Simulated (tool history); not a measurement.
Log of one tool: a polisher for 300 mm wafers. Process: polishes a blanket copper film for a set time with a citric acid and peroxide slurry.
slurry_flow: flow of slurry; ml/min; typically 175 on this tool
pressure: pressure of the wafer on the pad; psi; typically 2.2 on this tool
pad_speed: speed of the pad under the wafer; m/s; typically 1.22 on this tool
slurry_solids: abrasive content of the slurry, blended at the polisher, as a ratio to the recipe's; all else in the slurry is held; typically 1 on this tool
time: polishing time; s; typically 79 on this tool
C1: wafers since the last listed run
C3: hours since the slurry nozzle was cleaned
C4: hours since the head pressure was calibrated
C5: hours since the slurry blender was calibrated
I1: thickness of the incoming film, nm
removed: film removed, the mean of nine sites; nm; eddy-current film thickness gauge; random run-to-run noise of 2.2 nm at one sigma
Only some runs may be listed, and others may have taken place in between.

Run 1, hour 0: usual settings but slurry_solids 0.8; C1 0; wafers polished on this pad 611; C3 540.9; C4 206.1; C5 332.7; I1 769. Result: removed 140 nm.
Run 2, hour 62.7: usual settings but slurry_solids 0.8; C1 474; wafers polished on this pad 1085; C3 603.6; C4 268.8; C5 395.4; I1 758.7. Result: removed 139.4 nm.
Run 3, hour 102.9: usual settings; C1 304; wafers polished on this pad 1390; C3 643.8; C4 309; C5 435.6; I1 768.9. Result: removed 146 nm.
Run 4, hour 144.2: usual settings but pad_speed 1.02 m/s; C1 312; wafers polished on this pad 1703; C3 685.1; C4 350.3; C5 476.9; I1 766. Result: removed 126.7 nm.
At hour 176.4: slurry blender recalibrated.
Run 5, hour 224.5: usual settings but pad_speed 1.02 m/s; C1 592; wafers polished on this pad 2295; C3 765.4; C4 430.6; C5 48.1; I1 769.9. Result: removed 125 nm.
Run 6, hour 275.5: usual settings but pad_speed 1.02 m/s; C1 386; wafers polished on this pad 2682; C3 816.4; C4 481.6; C5 99.1; I1 765.2. Result: removed 126.3 nm.
At hour 278.1: slurry nozzle cleaned.
Run 7, hour 379.2: usual settings; C1 777; wafers polished on this pad 3459; C3 101.1; C4 585.3; C5 202.8; I1 776. Result: removed 145.7 nm.
At hour 393.4: worn pad replaced by a new one.
Run 8, hour 419.6: usual settings; C1 275; wafers polished on this pad 198; C3 141.5; C4 625.7; C5 243.2; I1 760.5. Result: removed 141.5 nm.
Run 9, hour 458.7: usual settings; C1 296; wafers polished on this pad 494; C3 180.6; C4 664.8; C5 282.3; I1 752.4. Result: removed 137.7 nm.
Run 10, hour 540: usual settings; C1 615; wafers polished on this pad 1110; C3 261.9; C4 746.1; C5 363.6; I1 765.2. Result: removed 136.6 nm.
At hour 616.3: slurry blender recalibrated.
Run 11, hour 644.5: usual settings but pressure 2.6 psi; C1 776; wafers polished on this pad 1886; C3 366.4; C4 850.6; C5 28.2; I1 762.7. Result: removed 153.6 nm.
At hour 650.5: head pressure recalibrated.
Run 12, hour 697.9: usual settings; C1 389; wafers polished on this pad 2275; C3 419.8; C4 47.4; C5 81.6; I1 751.5. Result: removed 157.5 nm.
Run 13, hour 736: usual settings; C1 288; wafers polished on this pad 2564; C3 457.9; C4 85.5; C5 119.7; I1 755.7. Result: removed 156 nm.
Run 14, hour 839.3: usual settings but slurry_solids 0.9; C1 782; wafers polished on this pad 3346; C3 561.2; C4 188.8; C5 223; I1 766.8. Result: removed 147.6 nm.
At hour 843.6: worn pad replaced by a new one.
Run 15, hour 886.4: usual settings; C1 326; wafers polished on this pad 323; C3 608.3; C4 235.9; C5 270.1; I1 761.1. Result: removed 149.5 nm.
Run 16, hour 968.3: usual settings but slurry_solids 0.9; C1 620; wafers polished on this pad 943; C3 690.2; C4 317.8; C5 352; I1 759.1. Result: removed 147.5 nm.
At hour 977.9: slurry nozzle cleaned.
Run 17, hour 1060.5: usual settings but pad_speed 0.94 m/s, time 94 s; C1 690; wafers polished on this pad 1634; C3 82.6; C4 410; C5 444.2; I1 750.8. Result: removed 141.6 nm.
At hour 1095.2: slurry blender recalibrated.
Run 18, hour 1112.3: usual settings; C1 377; wafers polished on this pad 2011; C3 134.4; C4 461.8; C5 17.1; I1 774.4. Result: removed 147.5 nm.
Run 19, hour 1187: usual settings but pressure 2.5 psi, pad_speed 1.5 m/s, time 101 s; C1 565; wafers polished on this pad 2577; C3 209.1; C4 536.5; C5 91.8; I1 754.8. Result: removed 249 nm.
At hour 1210.4: worn pad replaced by a new one.
Run 20, hour 1238.9: usual settings but slurry_flow 145 ml/min; C1 362; wafers polished on this pad 215; C3 261; C4 588.4; C5 143.7; I1 762.9. Result: removed 142.7 nm.
Run 21, hour 1291.6: usual settings but pad_speed 1.38 m/s, slurry_solids 0.9; C1 399; wafers polished on this pad 614; C3 313.7; C4 641.1; C5 196.4; I1 762.3. Result: removed 155.7 nm.
Run 22, hour 1357.6: usual settings but slurry_flow 220 ml/min, pad_speed 0.84 m/s; C1 499; wafers polished on this pad 1114; C3 379.7; C4 707.1; C5 262.4; I1 748.5. Result: removed 104.4 nm.
Run 23, hour 1430.8: usual settings but slurry_flow 150 ml/min, pressure 2.7 psi, pad_speed 0.92 m/s; C1 554; wafers polished on this pad 1668; C3 452.9; C4 780.3; C5 335.6; I1 763.9. Result: removed 128.3 nm.
At hour 1492.2: head pressure recalibrated.
Run 24, hour 1571.9: usual settings but slurry_flow 230 ml/min, pad_speed 0.88 m/s, slurry_solids 1.25; C1 1053; wafers polished on this pad 2721; C3 594; C4 79.7; C5 476.7; I1 759.5. Result: removed 130.9 nm.
At hour 1593.4: worn pad replaced by a new one.
At hour 1613.8: slurry blender recalibrated.
At hour 1638.7: slurry nozzle cleaned.
Run 25, hour 1649.2: usual settings; C1 532; wafers polished on this pad 400; C3 10.5; C4 157; C5 35.4; I1 771.2. Result: removed 154.6 nm.
Run 26, hour 1750: usual settings but slurry_flow 155 ml/min, pressure 2 psi, pad_speed 1.64 m/s, time 99 s; C1 763; wafers polished on this pad 1163; C3 111.3; C4 257.8; C5 136.2; I1 752.1. Result: removed 228.5 nm.

Run 27, settings as shown, results not yet in. Your forecast:
Run 27, hour 1805.4: usual settings but slurry_solids 0.8; C1 419; wafers polished on this pad 1582; C3 166.7; C4 313.2; C5 191.6; I1 764.2. Result: removed ?.

Run 27 gave removed 146.3 nm.
The same run, on a tool lacking any hidden state, would have yielded removed 146.3 nm.

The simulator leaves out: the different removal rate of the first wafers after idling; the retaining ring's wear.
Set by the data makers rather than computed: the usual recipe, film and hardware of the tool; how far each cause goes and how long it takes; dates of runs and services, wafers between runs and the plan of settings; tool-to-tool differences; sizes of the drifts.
